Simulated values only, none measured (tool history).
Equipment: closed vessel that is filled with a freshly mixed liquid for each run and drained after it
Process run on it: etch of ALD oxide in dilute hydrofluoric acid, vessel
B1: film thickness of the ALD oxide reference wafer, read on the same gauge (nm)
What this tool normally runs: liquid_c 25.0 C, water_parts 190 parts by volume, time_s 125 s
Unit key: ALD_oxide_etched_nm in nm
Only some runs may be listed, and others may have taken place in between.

run 1 hour=0.0 | liquid_c=25.0 water_parts=190 time_s=125 | B1=129.99 | ALD_oxide_etched_nm=15.16
run 2 hour=97.0 | liquid_c=25.0 water_parts=190 time_s=125 | B1=129.98 | ALD_oxide_etched_nm=15.11
run 3 hour=197.3 | liquid_c=25.0 water_parts=190 time_s=125 | B1=129.97 | ALD_oxide_etched_nm=15.27
run 4 hour=252.4 | liquid_c=24.0 water_parts=190 time_s=125 | B1=130.02 | ALD_oxide_etched_nm=14.30
run 5 hour=355.8 | liquid_c=24.0 water_parts=190 time_s=125 | B1=130.00 | ALD_oxide_etched_nm=14.25
run 6 hour=417.1 | liquid_c=22.0 water_parts=190 time_s=125 | B1=130.00 | ALD_oxide_etched_nm=13.61
run 7 hour=455.1 | liquid_c=22.0 water_parts=190 time_s=125 | B1=129.99 | ALD_oxide_etched_nm=13.20
run 8 hour=504.1 | liquid_c=22.0 water_parts=190 time_s=125 | B1=130.02 | ALD_oxide_etched_nm=13.22
run 9 hour=550.5 | liquid_c=25.0 water_parts=190 time_s=90 | B1=129.99 | ALD_oxide_etched_nm=10.66
run 10 hour=632.5 | liquid_c=25.0 water_parts=190 time_s=125 | B1=130.04 | ALD_oxide_etched_nm=14.66
-- hour=720.1 hydrofluoric acid flow meter replaced
run 11 hour=734.5 | liquid_c=26.0 water_parts=190 time_s=125 | B1=130.04 | ALD_oxide_etched_nm=16.40
run 12 hour=791.3 | liquid_c=20.5 water_parts=230 time_s=125 | B1=129.96 | ALD_oxide_etched_nm=10.28
run 13 hour=898.0 | liquid_c=29.5 water_parts=100 time_s=200 | B1=130.05 | ALD_oxide_etched_nm=62.76
-- hour=1068.4 thermometer replaced
run 14 hour=1214.7 | liquid_c=28.5 water_parts=120 time_s=180 | B1=129.96 | ALD_oxide_etched_nm=46.17
run 15 hour=1270.1 | liquid_c=25.0 water_parts=190 time_s=180 | B1=130.05 | ALD_oxide_etched_nm=23.80
run 16 hour=1323.0 | liquid_c=25.0 water_parts=190 time_s=125 | B1=129.99 | ALD_oxide_etched_nm=16.31
-- hour=1368.8 gauge calibrated
run 17 hour=1395.4 | liquid_c=25.0 water_parts=190 time_s=125 | B1=129.97 | ALD_oxide_etched_nm=16.39
run 18 hour=1454.2 | liquid_c=25.0 water_parts=190 time_s=125 | B1=130.04 | ALD_oxide_etched_nm=16.14
run 19 hour=1539.7 | liquid_c=29.0 water_parts=255 time_s=65 | B1=130.02 | ALD_oxide_etched_nm=6.80
run 20 hour=1645.4 | liquid_c=25.0 water_parts=100 time_s=125 | B1=130.01 | ALD_oxide_etched_nm=33.49
run 21 hour=1698.8 | liquid_c=25.0 water_parts=190 time_s=125 | B1=130.05 | ALD_oxide_etched_nm=16.08
run 22 hour=1782.4 | liquid_c=29.0 water_parts=190 time_s=125 | B1=130.02 | ALD_oxide_etched_nm=18.61

Some steps in ALD_oxide_etched_nm between neighbouring runs. How much of each would the tool show without its hidden state too (settings, what came in, random variation), and how much is left for the hidden state, with any gauge scatter that isn't in both results?
The hidden state here: liquid colder than its thermometer reads (K); hydrofluoric acid flow below the setpoint (%); gauge reads high (%).
Run 12 -> 13: liquid_c 20.5 -> 29.5, water_parts 230 -> 100, time_s 125 -> 200. ALD_oxide_etched_nm +52.48 nm: hidden state -5.62, all else +58.10.
Run 13 -> 14: liquid_c 29.5 -> 28.5, water_parts 100 -> 120, time_s 200 -> 180, thermometer replaced. ALD_oxide_etched_nm -16.59 nm: hidden state +4.75, all else -21.34.
Run 19 -> 20: liquid_c 29.0 -> 25.0, water_parts 255 -> 100, time_s 65 -> 125. ALD_oxide_etched_nm +26.69 nm: hidden state -2.00, all else +28.69.
